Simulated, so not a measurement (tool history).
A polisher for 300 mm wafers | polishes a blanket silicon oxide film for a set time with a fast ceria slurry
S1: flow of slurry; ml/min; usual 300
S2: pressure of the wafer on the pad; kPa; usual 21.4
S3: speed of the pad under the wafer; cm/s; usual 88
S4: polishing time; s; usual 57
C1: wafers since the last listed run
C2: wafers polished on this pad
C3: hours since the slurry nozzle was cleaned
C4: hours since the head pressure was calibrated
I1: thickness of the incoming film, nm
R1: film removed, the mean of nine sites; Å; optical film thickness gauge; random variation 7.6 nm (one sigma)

run	day	S1	S2	S3	S4	C1	C2	C3	C4	I1	R1
1	0	255	21.4	88	57	0	464	196.9	429	2525.3	6994
2	0.3	300	21.4	88	57	88	552	204.1	436.2	2525.7	7021
# day 0.996: worn pad replaced by a new one
3	1.017	300	21.4	88	57	161	6	221.3	453.4	2480	7774
4	1.146	300	21.4	88	57	37	44	224.4	456.5	2490.6	7835
5	1.629	300	21.4	88	57	141	186	236	468.1	2475.4	7549
6	2.288	300	21.4	88	57	193	379	251.8	483.9	2480	7227
7	2.696	300	24.8	88	57	119	499	261.6	493.7	2561.7	8387
8	3.104	300	24.8	88	57	119	619	271.4	503.5	2528.1	8241
# day 3.612: worn pad replaced by a new one
9	3.633	300	24.8	88	57	106	6	284.1	516.2	2509.4	9154
10	4.117	300	21.4	88	57	141	148	295.7	527.8	2509.8	7383
11	4.642	300	21.4	88	57	154	302	308.3	540.4	2490.8	7165
# day 4.754: head pressure recalibrated
12	4.925	300	21.4	88	57	58	361	315.1	4.1	2566.9	7256
13	5.325	300	21.4	88	57	117	478	324.7	13.7	2547.2	6986
14	5.829	300	21.4	88	57	148	626	336.8	25.8	2480.2	7081
# day 6.271: worn pad replaced by a new one
15	6.292	360	21.4	88	57	86	5	347.9	36.9	2491.3	7967
16	6.746	360	21.4	88	57	133	138	358.8	47.8	2505.8	7669
17	7.279	300	24.8	108	57	156	295	371.6	60.6	2514.4	9572
18	7.971	300	21.4	88	57	203	498	388.2	77.2	2543.1	7159
19	8.258	300	21.4	88	48	84	583	395.1	84.1	2512.9	5889
20	8.662	300	21.4	88	57	118	701	404.8	93.8	2565.7	6996
# day 8.742: slurry nozzle cleaned
# day 8.912: worn pad replaced by a new one
21	9.346	345	23.4	58	38	139	126	14.5	110.2	2535.3	4204
22	9.742	300	15.2	96	57	116	243	24	119.7	2540.4	5583
23	9.992	300	15.9	88	45	73	316	30	125.7	2522.8	4303
24	10.517	260	23.4	88	45	154	470	42.6	138.3	2515.9	6008
25	11.112	300	21.4	88	74	174	645	56.9	152.6	2566.2	9202
26	11.496	340	24.8	102	39	112	758	66.1	161.8	2490.8	6263
# day 11.696: worn pad replaced by a new one
27	11.775	300	21.4	64	57	33	22	72.8	168.5	2467.3	6089
28	12.429	300	25.5	88	57	192	215	88.5	184.2	2548	8637
29	13.017	345	28.3	64	39	172	387	102.6	198.3	2509.7	5208
30	13.779	300	21.4	88	57	223	611	120.9	216.6	2472.6	7004
# day 14.312: worn pad replaced by a new one
31	14.333	300	21.4	88	57	113	6	134.2	229.9	2536.2	7757
32	14.654	300	15.2	114	74	94	100	141.9	237.6	2495.4	8522

Forecast each of these 3 alternatives for the next run:
A	14.671	300	21.4	88	57	4	105	142.3	238	2502.3	?
B	14.671	300	15.9	112	76	4	105	142.3	238	2502.3	?
C	14.671	275	26.9	64	57	4	105	142.3	238	2502.3	?

run	R1
A	7617
B	9003
C	7646
Without the tool's hidden state the same runs would have given:
run	R1
A	7877
B	9311
C	7907

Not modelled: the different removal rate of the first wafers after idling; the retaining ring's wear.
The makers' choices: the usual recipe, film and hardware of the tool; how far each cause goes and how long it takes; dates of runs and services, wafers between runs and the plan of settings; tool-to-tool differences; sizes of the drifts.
